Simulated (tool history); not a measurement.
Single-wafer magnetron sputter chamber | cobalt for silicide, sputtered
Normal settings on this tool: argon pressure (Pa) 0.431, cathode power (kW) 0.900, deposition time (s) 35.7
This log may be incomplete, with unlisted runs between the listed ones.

run     day  argon pressure (Pa)  cathode power (kW)  deposition time (s)  read-back reference wafer on the same gauge, thickness_nm  mean film thickness on the monitor wafer (Å)
  1   0.000                0.431               0.900                 35.7                                                     12.403                                        149.41
      0.829  -- sputter target and shields replaced
  2   2.754                0.431               0.900                 35.7                                                     12.400                                        149.60
  3   7.062                0.431               0.900                 35.7                                                     12.385                                        149.44
  4   9.054                0.431               0.900                 35.7                                                     12.397                                        149.35
     10.183  -- sputter target and shields replaced
  5  12.038                0.431               0.900                 35.7                                                     12.400                                        150.76
  6  14.358                0.431               0.900                 35.7                                                     12.407                                        149.75
  7  17.938                0.431               0.900                 35.7                                                     12.394                                        150.46
     20.771  -- sputter target and shields replaced
     21.267  -- magnet pack replaced
  8  21.292                0.431               0.900                 35.7                                                     12.399                                        150.35
  9  24.012                0.431               0.900                 35.7                                                     12.404                                        150.49
     30.021  -- sputter target and shields replaced
     31.125  -- capacitance manometer re-zeroed and calibrated
 10  31.242                0.431               0.900                 35.7                                                     12.398                                        151.27
     32.046  -- gauge calibrated
 11  33.858                0.431               0.900                 35.7                                                     12.403                                        149.73
 12  35.396                0.594               0.700                 38.2                                                     12.400                                        120.24
 13  37.708                0.431               0.850                 42.1                                                     12.411                                        168.02
     39.521  -- sputter target and shields replaced
 14  40.888                0.431               0.800                 35.7                                                     12.421                                        132.04
 15  44.362                0.574               0.900                 39.7                                                     12.383                                        161.30
 16  46.150                0.431               0.900                 35.7                                                     12.413                                        150.92
 17  50.133                0.431               1.050                 33.6                                                     12.399                                        163.58
     51.512  -- sputter target and shields replaced
 18  52.538                0.289               1.100                 40.7                                                     12.413                                        216.90

3 ways to go on from here, each from the tool as it stands after run 18. What would each give?
  A  52.554                0.431               0.900                 35.7                                                          ?                                             ?
  B  52.554                0.600               1.050                 40.0                                                          ?                                             ?
  C  52.554                0.555               0.900                 40.2                                                          ?                                             ?

run  read-back reference wafer on the same gauge, thickness_nm  mean film thickness on the monitor wafer (Å)
  A                                                     12.380                                        150.62
  B                                                     12.380                                        188.21
  C                                                     12.380                                        164.07
Without the tool's hidden state the same runs would have given:
run  mean film thickness on the monitor wafer (Å)
  A                                        150.62
  B                                        188.21
  C                                        164.07

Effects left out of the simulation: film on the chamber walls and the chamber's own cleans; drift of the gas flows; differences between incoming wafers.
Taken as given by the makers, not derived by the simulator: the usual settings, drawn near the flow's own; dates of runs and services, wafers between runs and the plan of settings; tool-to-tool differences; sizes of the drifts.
